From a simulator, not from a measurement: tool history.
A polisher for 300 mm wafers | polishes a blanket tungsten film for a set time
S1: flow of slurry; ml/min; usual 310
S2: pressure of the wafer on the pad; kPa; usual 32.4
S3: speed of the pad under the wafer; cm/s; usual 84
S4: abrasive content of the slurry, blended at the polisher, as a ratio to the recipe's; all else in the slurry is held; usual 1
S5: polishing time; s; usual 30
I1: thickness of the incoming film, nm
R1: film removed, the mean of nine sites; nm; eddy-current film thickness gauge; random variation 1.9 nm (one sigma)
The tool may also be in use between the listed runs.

run	hour	S1	S2	S3	S4	S5	I1	R1
1	0	310	32.4	84	1	30	655.2	140
# hour 10: slurry tank refilled with fresh slurry and peroxide
2	12.9	310	32.4	84	1	30	661.8	126.1
# hour 26.3: slurry blender recalibrated
3	31	310	32.4	84	1	30	660.8	125.7
4	48.3	310	32.4	84	1	30	650.4	126.4
5	63.8	310	32.4	84	1	36	656.3	149
6	83.2	310	32.4	84	1	36	661.6	142.5
7	117.6	310	32.4	66	0.75	30	652.5	87.1
8	135.4	310	32.4	84	1	30	646.7	111.8
# hour 161.3: slurry tank refilled with fresh slurry and peroxide, repeated, since the last time left the tool worse
9	165.8	310	32.4	84	1	25	648.3	135.8
10	196.3	310	32.4	84	1	30	644.7	157
11	225.3	310	26.2	114	1	30	658.2	185
# hour 239.6: worn pad replaced by a new one
12	245.9	310	32.4	84	1	30	651.7	152.9
13	266.2	310	32.4	92	1	30	655.7	167.1
# hour 335.6: slurry nozzle cleaned
14	353.6	310	32.4	102	1.15	27	651.7	166.6
# hour 382.1: slurry tank refilled with fresh slurry and peroxide
15	419	310	22.8	68	1.2	39	640.9	135.4
16	431.2	310	32.4	84	1	30	651.6	151
# hour 452.8: worn pad replaced by a new one
17	456	310	32.4	84	1	30	652.2	150.5
18	483.1	310	39.3	84	1	30	649.6	171.3
# hour 486.2: slurry blender recalibrated
19	495.5	310	32.4	84	1	22	644	110.6
# hour 525.8: head pressure recalibrated
20	526.3	310	32.4	84	1	33	639.6	161.6
21	543.6	310	32.4	84	1	30	641.3	146.4
22	562.3	310	32.4	84	1	30	654	142.1
23	586.1	310	32.4	84	1	30	654.6	141.5
# hour 599: slurry tank refilled with fresh slurry and peroxide
# hour 651.4: worn pad replaced by a new one
24	677.7	410	32.4	108	1	30	637.4	200.1
# hour 678.7: slurry nozzle cleaned
25	702.8	270	32.4	84	1.15	30	641.4	156.9
26	727.2	310	32.4	84	1.25	23	643.8	119.6
27	754.7	265	41.4	72	1	38	645.8	184.8

Forecast each of these 3 alternatives for the next run:
A	755.1	310	32.4	104	1	30	644.7	?
B	755.1	310	40	56	0.9	40	644.7	?
C	755.1	310	24.1	84	0.85	30	644.7	?

run	R1
A	183.1
B	148.3
C	120.7
Without the tool's hidden state the same runs would have given:
run	R1
A	199.5
B	161.5
C	131.5
